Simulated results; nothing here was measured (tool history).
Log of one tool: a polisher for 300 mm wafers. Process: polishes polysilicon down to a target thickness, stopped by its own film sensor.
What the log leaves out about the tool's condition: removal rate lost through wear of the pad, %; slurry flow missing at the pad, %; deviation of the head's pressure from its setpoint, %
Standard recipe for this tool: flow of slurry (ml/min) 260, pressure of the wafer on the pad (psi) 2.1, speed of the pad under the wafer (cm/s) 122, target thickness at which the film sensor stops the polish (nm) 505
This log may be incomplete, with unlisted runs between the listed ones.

run,hour,flow of slurry (ml/min),pressure of the wafer on the pad (psi),speed of the pad under the wafer (cm/s),target thickness at which the film sensor stops the polish (nm),wafers since the last listed run,wafers polished on this pad,hours since the slurry nozzle was cleaned,hours since the head pressure was calibrated,"incoming thickness of the incoming film, nm",time until the film sensor stopped the polish (s)
1,0.0,260,2.1,94,505,0,1227,36.7,30.1,909.9,58.0
2,29.7,260,2.1,94,505,195,1423,66.4,59.8,913.5,60.1
3,44.7,260,2.1,122,505,98,1522,81.4,74.8,915.8,46.6
4,63.5,305,2.1,122,505,124,1646,100.2,93.6,908.1,43.2
# hour 93.3: worn pad replaced by a new one
5,95.3,260,2.1,122,505,183,13,132.0,125.4,905.3,43.7
6,113.3,260,1.7,122,452,118,132,150.0,143.4,910.2,58.2
7,136.8,260,2.1,122,505,155,287,173.5,166.9,908.4,45.0
8,167.6,260,2.1,122,505,203,490,204.3,197.7,927.1,45.3
9,180.4,260,2.1,122,505,84,574,217.1,210.5,911.9,45.6
10,232.4,260,2.1,122,505,343,917,269.1,262.5,898.1,42.8
11,252.4,260,2.1,122,505,131,1049,289.1,282.5,904.8,43.2
12,273.2,260,2.1,122,505,137,1187,309.9,303.3,890.4,41.6
13,294.3,260,2.1,122,505,139,1326,331.0,324.4,907.8,44.4
14,328.6,190,2.1,122,397,226,1552,365.3,358.7,898.1,56.1
# hour 335.2: worn pad replaced by a new one
15,364.2,220,2.1,84,505,208,191,400.9,394.3,901.5,63.9
16,396.5,305,2.1,122,364,213,404,433.2,426.6,915.1,58.7
17,421.1,175,2.1,122,505,162,566,457.8,451.2,907.9,46.8
18,441.4,260,1.8,138,505,133,700,478.1,471.5,900.4,43.1
19,456.5,260,2.1,122,505,99,800,493.2,486.6,891.2,42.5
20,471.6,230,2.1,140,598,99,899,508.3,501.7,916.8,30.4
21,496.7,260,1.5,98,505,165,1065,533.4,526.8,930.4,70.5
22,528.3,350,1.6,86,505,208,1274,565.0,558.4,925.0,73.6
23,551.1,185,2.1,86,505,150,1424,587.8,581.2,915.1,63.8
# hour 559.1: slurry nozzle cleaned
# hour 569.1: worn pad replaced by a new one, of another model than before
24,574.0,260,2.1,150,505,118,32,14.9,604.1,914.9,37.5
25,587.8,260,2.1,122,505,91,123,28.7,617.9,924.5,45.4
# hour 612.9: head pressure recalibrated
26,618.9,260,1.9,134,468,192,315,59.8,6.0,907.0,50.5
27,651.9,260,2.1,122,505,217,532,92.8,39.0,900.8,44.2
28,679.0,260,2.1,148,405,178,711,119.9,66.1,900.1,48.7
29,704.7,260,2.1,122,505,169,881,145.6,91.8,906.7,45.0
30,731.0,235,1.4,100,601,173,1054,171.9,118.1,911.9,50.3
31,763.3,260,2.1,162,505,213,1267,204.2,150.4,910.8,36.8
32,786.6,260,2.1,122,446,153,1421,227.5,173.7,927.3,53.7
33,819.4,260,2.1,122,505,216,1637,260.3,206.5,909.4,44.5
34,850.0,260,1.8,100,505,201,1839,290.9,237.1,912.7,55.2
# hour 863.9: worn pad replaced by a new one
35,880.9,260,1.6,122,505,177,111,321.8,268.0,908.1,50.9
36,905.8,205,2.1,122,610,164,276,346.7,292.9,911.7,33.7

List, for all runs, the conditions of the tool that the log does not record:
removal rate lost through wear of the pad, %: 0 on each run
slurry flow missing at the pad, %: 0 on each run
H1: deviation of the head's pressure from its setpoint, %
run,H1
1,0.671
2,1.16
3,1.41
4,1.71
5,2.24
6,2.53
7,2.92
8,3.43
9,3.64
10,4.49
11,4.82
12,5.16
13,5.51
14,6.07
15,6.66
16,7.19
17,7.59
18,7.93
19,8.18
20,8.42
21,8.84
22,9.36
23,9.73
24,10.1
25,10.3
26,0.972
27,1.51
28,1.96
29,2.38
30,2.81
31,3.35
32,3.73
33,4.27
34,4.77
35,5.28
36,5.69
